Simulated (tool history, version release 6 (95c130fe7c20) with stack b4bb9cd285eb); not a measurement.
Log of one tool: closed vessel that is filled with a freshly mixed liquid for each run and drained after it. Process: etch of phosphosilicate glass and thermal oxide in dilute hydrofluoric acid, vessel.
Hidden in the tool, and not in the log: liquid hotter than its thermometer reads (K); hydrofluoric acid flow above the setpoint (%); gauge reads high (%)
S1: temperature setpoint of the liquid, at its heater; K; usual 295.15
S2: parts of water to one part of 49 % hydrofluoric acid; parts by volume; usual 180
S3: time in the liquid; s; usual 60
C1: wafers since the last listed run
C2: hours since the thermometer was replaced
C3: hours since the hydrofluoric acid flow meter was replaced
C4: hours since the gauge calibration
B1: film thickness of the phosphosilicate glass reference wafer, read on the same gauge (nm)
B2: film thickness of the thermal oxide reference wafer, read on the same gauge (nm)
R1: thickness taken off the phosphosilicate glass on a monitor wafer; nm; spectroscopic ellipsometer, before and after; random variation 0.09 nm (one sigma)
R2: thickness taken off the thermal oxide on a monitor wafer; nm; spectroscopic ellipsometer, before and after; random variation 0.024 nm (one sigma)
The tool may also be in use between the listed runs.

run	hour	S1	S2	S3	C1	C2	C3	C4	B1	B2	R1	R2
1	0	299.15	225	60	0	1826.2	693	2488.1	102.64	41.081	27.35	1.335
2	39.5	299.65	255	30	4013	1865.7	732.5	2527.6	102.69	41.046	11.85	0.567
3	96.7	298.65	180	60	5812	1922.9	789.7	2584.8	102.75	41.088	35.27	1.703
4	161.8	295.15	105	80	6615	1988	854.8	2649.9	102.82	41.147	76.74	3.626
5	194.4	296.65	140	90	3312	2020.6	887.4	2682.5	102.86	41.138	65.8	3.251
# hour 220.2: thermometer replaced
6	241.1	299.15	180	60	4643	20.9	934.1	2729.2	102.91	41.19	35.99	1.744
7	267.8	292.65	130	70	2713	47.6	960.8	2755.9	102.95	41.178	47.94	2.313
8	324.5	296.65	90	60	5761	104.3	1017.5	2812.6	103	41.199	73.06	3.582
# hour 326.3: hydrofluoric acid flow meter replaced
9	370.2	290.15	120	30	4542	150	43.9	2858.3	103.05	41.206	20.25	0.987
# hour 376.3: gauge calibrated
10	404	295.15	180	60	3434	183.8	77.7	27.7	99.94	40.01	29.99	1.41
11	446.1	295.15	145	95	4277	225.9	119.8	69.8	100.01	39.974	61.08	2.971
12	493.3	295.15	105	35	4796	273.1	167	117	100.07	40.032	32.7	1.613
13	535.2	295.15	180	30	4257	315	208.9	158.9	100.1	40.066	15.13	0.704
14	582.8	290.65	140	35	4836	362.6	256.5	206.5	100.17	40.064	19.64	0.944
15	635.9	295.15	180	60	5395	415.7	309.6	259.6	100.23	40.09	30.19	1.435
16	687.5	295.15	255	30	5243	467.3	361.2	311.2	100.3	40.105	9.87	0.474
17	729.1	293.15	155	45	4227	508.9	402.8	352.8	100.34	40.173	25.05	1.17
18	799.4	291.15	180	60	7143	579.2	473.1	423.1	100.42	40.18	25.93	1.253
19	861.5	295.15	225	60	6310	641.3	535.2	485.2	100.51	40.22	23.07	1.086
20	907.3	295.15	130	60	4653	687.1	581	531	100.57	40.258	44.04	2.09
21	971.1	295.15	130	45	6483	750.9	644.8	594.8	100.61	40.26	33.25	1.63
22	1007.9	295.15	130	60	3739	787.7	681.6	631.6	100.66	40.269	44.32	2.053
23	1032.6	295.15	180	60	2509	812.4	706.3	656.3	100.68	40.29	30.27	1.466
24	1093.9	295.15	205	60	6229	873.7	767.6	717.6	100.75	40.292	26	1.251

Hidden state or all else? Some run-to-run changes of R1, split into what the settings, what came in and random variation would give without the hidden state, and what is left for the hidden state (with any gauge scatter that isn't in both results):
Run 3 -> 4: S1 298.65 -> 295.15, S2 180 -> 105, S3 60 -> 80. R1 +41.47 nm: hidden state +1.17, all else +40.3.
Run 8 -> 9: S1 296.65 -> 290.15, S2 90 -> 120, S3 60 -> 30, hydrofluoric acid flow meter replaced. R1 -52.81 nm: hidden state -1.53, all else -51.28.
